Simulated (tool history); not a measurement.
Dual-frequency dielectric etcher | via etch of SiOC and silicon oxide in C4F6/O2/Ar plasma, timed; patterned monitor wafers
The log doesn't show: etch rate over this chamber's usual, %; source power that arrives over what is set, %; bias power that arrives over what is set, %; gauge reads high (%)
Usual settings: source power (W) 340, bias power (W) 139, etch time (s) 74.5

run,day,source power (W),bias power (W),etch time (s),wafers since the last listed run,hours since the last wet clean,hours since the last source power generator calibration,hours since the last bias power generator calibration,hours since the last upper electrode change,hours since the gauge calibration,"read-back reference wafer on the same gauge, depth_nm",mean etch depth across the wafer (Å)
1,0.000,340,139,59.0,0,368.8,4836.6,2609.7,4280.2,169.6,88.8,641
2,0.688,340,139,63.5,146,385.3,4853.1,2626.2,4296.7,186.1,89.0,684
3,1.217,340,119,74.5,112,398.0,4865.8,2638.9,4309.4,198.8,88.8,777
4,2.588,340,139,74.5,292,430.9,4898.7,2671.8,4342.3,231.7,88.9,807
5,3.612,340,139,74.5,218,455.5,4923.3,2696.4,4366.9,256.3,88.9,800
6,6.208,340,139,74.5,553,517.8,4985.6,2758.7,4429.2,318.6,88.9,817
7,7.004,340,139,74.5,169,536.9,5004.7,2777.8,4448.3,337.7,89.0,818
# day 7.750: bias power generator calibrated
# day 8.175: wet clean of the chamber
8,8.196,340,139,74.5,128,0.5,5033.3,10.7,4476.9,366.3,88.9,767
9,8.725,280,139,74.5,112,13.2,5046.0,23.4,4489.6,379.0,88.8,692
10,10.042,340,104,74.5,280,44.8,5077.6,55.0,4521.2,410.6,88.9,735
# day 10.492: gauge calibrated
# day 11.579: upper electrode replaced
11,11.600,310,115,74.5,119,82.2,5115.0,92.4,0.5,26.6,88.8,714
12,11.938,340,139,74.5,71,90.3,5123.1,100.5,8.6,34.7,89.0,781
# day 12.983: source power generator calibrated
13,13.004,340,139,74.5,191,115.9,0.5,126.1,34.2,60.3,88.9,786
14,13.917,340,107,62.5,194,137.8,22.4,148.0,56.1,82.2,88.9,622
15,15.196,340,139,56.0,272,168.5,53.1,178.7,86.8,112.9,89.0,591
16,16.408,340,151,87.0,258,197.6,82.2,207.8,115.9,142.0,88.9,933
17,17.529,340,139,64.5,239,224.5,109.1,234.7,142.8,168.9,88.9,686
18,18.517,360,122,55.0,210,248.2,132.8,258.4,166.5,192.6,88.9,591
19,19.583,340,139,63.5,227,273.8,158.4,284.0,192.1,218.2,89.0,679

Measured less the same run without the tool's hidden state. The same run-to-run variation is in both; the gauge's scatter may not be:
run,mean etch depth across the wafer (Å)
1,+29
2,+32
3,+37
4,+41
5,+43
6,+48
7,+50
8,+7
9,+7
10,+11
11,+13
12,+15
13,+17
14,+15
15,+16
16,+28
17,+22
18,+20
19,+26
